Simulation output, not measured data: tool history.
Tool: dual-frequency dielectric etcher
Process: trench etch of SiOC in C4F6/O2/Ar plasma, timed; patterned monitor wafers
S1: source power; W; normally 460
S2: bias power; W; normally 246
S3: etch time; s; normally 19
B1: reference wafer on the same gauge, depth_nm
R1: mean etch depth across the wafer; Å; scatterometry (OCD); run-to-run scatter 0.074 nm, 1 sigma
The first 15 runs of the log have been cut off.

run     day   S1   S2    S3     B1     R1
 16  32.012  410  279    19   44.2  487.3
 17  34.208  460  246    19  44.19  482.2
 18  36.562  410  246  23.5  44.19  575.5
 19  38.767  460  246    19   44.2  478.5
     40.571  -- wet clean of the chamber
 20  40.592  460  187  16.5  44.19  391.9
     42.917  -- source power generator calibrated
 21  42.938  400  246    19  44.19  472.5
 22  44.646  360  246    19   44.2  458.6
     46.342  -- upper electrode replaced
 23  46.362  460  296  23.5  44.19  638.7
     46.717  -- bias power generator calibrated
 24  47.596  550  228    23  44.19  607.1
 25  49.371  460  304  21.5  44.21  587.5
 26  50.425  460  246    19  44.19  484.9
 27  52.767  460  246  15.5  44.19    395
     58.742  -- wet clean of the chamber
 28  58.762  400  302  14.5  44.19  384.6
 29  59.954  460  246    19   44.2  489.1
 30  62.254  540  283    14   44.2  392.9

Here are 3 independent what-if runs from the current tool condition. What would each one return?
  A  62.271  460  246  19   ?   ?
  B  62.271  510  246  19   ?   ?
  C  62.271  410  264  19   ?   ?

run     B1     R1
  A  44.21  487.7
  B  44.21  502.1
  C  44.21  482.9
Stripped of hidden state, with their random variation kept, the same runs would have yielded:
run     R1
  A  491.9
  B  506.4
  C    487
